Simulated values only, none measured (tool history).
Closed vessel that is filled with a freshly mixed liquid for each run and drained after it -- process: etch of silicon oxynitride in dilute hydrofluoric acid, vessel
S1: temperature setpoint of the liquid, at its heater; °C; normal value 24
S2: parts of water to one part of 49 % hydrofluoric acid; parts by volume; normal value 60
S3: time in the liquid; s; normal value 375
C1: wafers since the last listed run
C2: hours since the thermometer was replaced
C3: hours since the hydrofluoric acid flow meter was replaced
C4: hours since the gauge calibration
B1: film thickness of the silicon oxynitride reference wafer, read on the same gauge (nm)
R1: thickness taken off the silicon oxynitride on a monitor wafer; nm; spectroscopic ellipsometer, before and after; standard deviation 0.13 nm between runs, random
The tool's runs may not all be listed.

run,hour,S1,S2,S3,C1,C2,C3,C4,B1,R1
1,0,24,75,280,0,24.5,181.7,650.8,120.01,19.32
2,45,22.5,60,375,4117,69.5,226.7,695.8,120.02,30.21
3,101.4,22.5,60,375,5160,125.9,283.1,752.2,120.02,30.13
4,152.6,22.5,60,375,4684,177.1,334.3,803.4,119.99,30.39
5,196.2,24,60,375,3989,220.7,377.9,847,119.99,32.54
6,245.4,24,60,375,4501,269.9,427.1,896.2,120.05,32.41
7,282.1,24,60,375,3358,306.6,463.8,932.9,120.03,32.68
8,365,27,55,375,7585,389.5,546.7,1015.8,120.01,41.31
# hour 437.2: gauge calibrated
9,443.9,27,55,375,7219,468.4,625.6,6.7,119.97,41.11
10,538.8,24,75,375,8683,563.3,720.5,101.6,120.01,25.77
11,579.5,20.5,80,215,3724,604,761.2,142.3,119.99,11.71
# hour 589.9: thermometer replaced
12,640.2,24,60,375,5462,50.3,821.9,203,119.97,32.62
# hour 704.2: hydrofluoric acid flow meter replaced
13,716.4,26,40,375,6880,126.5,12.2,279.2,119.99,55.07
14,795.8,24,60,245,7265,205.9,91.6,358.6,120.01,21.23
15,864.3,24,60,375,6267,274.4,160.1,427.1,120.05,32.78
16,939.4,26,60,375,6871,349.5,235.2,502.2,120.02,35.92
17,981.8,26.5,60,235,3879,391.9,277.6,544.6,119.99,23.11
18,1044.8,27.5,40,560,5764,454.9,340.6,607.6,120,87.6
19,1113.7,20,60,375,6304,523.8,409.5,676.5,119.99,26.91
20,1168.7,22,35,305,5032,578.8,464.5,731.5,120.01,41.83

Exercise: give the hidden state of the tool at every run:
liquid colder than its thermometer reads (K): 0 across all the runs
hydrofluoric acid flow below the setpoint (%): 0 across all the runs
gauge reads high (%): 0 across all the runs

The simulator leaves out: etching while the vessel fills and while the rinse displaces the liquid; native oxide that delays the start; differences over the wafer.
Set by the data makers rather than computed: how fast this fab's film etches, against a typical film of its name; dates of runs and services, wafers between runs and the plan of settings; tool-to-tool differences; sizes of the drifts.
